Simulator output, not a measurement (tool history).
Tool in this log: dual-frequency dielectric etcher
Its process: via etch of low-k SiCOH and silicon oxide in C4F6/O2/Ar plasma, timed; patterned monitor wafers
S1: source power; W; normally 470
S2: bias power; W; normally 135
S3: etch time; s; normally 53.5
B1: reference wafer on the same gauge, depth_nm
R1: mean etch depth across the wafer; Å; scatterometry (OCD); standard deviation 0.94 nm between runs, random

run     day   S1   S2    S3     B1    R1
  1   0.000  470  148  46.0  165.0  1244
  2   4.200  470  135  53.5  165.3  1395
  3   6.758  470  135  53.5  165.1  1383
      7.783  -- wet clean of the chamber
  4  10.946  470  135  53.5  164.8  1402
  5  15.167  470  135  53.5  165.1  1389
  6  17.833  470  135  53.5  165.1  1391
  7  22.296  470  135  53.5  165.2  1362
  8  24.038  470  135  53.5  165.1  1374
     25.883  -- wet clean of the chamber
  9  28.462  470  135  53.5  165.2  1420
 10  32.038  470  151  53.5  164.9  1483
 11  36.175  470  135  49.5  165.2  1294
 12  39.121  470  135  49.5  165.1  1297
     42.317  -- upper electrode replaced
     43.196  -- wet clean of the chamber
 13  43.217  470  135  49.5  165.0  1320
 14  46.712  470  135  53.5  165.2  1428
     47.804  -- gauge calibrated
 15  50.783  440  135  39.0  165.1   978
     52.425  -- bias power generator calibrated
 16  52.446  590  103  45.5  164.9  1216
 17  55.842  380  115  60.0  165.1  1287
 18  58.721  470  135  66.5  165.1  1734
     62.175  -- wet clean of the chamber
 19  62.196  350  144  53.5  165.1  1210
     63.183  -- source power generator calibrated
 20  64.754  470  135  53.5  165.2  1396
 21  67.383  470  115  53.5  165.0  1319
 22  70.242  470  135  53.5  165.1  1397
 23  73.142  390  164  40.5  164.9  1022
 24  75.046  370  152  53.5  164.7  1244
 25  77.429  520  122  53.5  165.1  1415
 26  79.725  470  148  46.0  165.1  1226
     81.454  -- wet clean of the chamber
 27  82.108  470  135  53.5  165.0  1406
 28  83.892  590  168  53.5  165.2  1754

3 ways to go on from here, each from the tool as it stands after run 28. What would each give?
  A  83.908  470  114  53.5   ?   ?
  B  83.908  470  147  66.5   ?   ?
  C  83.908  470  135  58.0   ?   ?

run     B1    R1
  A  165.2  1316
  B  165.2  1805
  C  165.2  1523
Without the tool's hidden state the same runs would have given:
run    R1
  A  1323
  B  1814
  C  1531

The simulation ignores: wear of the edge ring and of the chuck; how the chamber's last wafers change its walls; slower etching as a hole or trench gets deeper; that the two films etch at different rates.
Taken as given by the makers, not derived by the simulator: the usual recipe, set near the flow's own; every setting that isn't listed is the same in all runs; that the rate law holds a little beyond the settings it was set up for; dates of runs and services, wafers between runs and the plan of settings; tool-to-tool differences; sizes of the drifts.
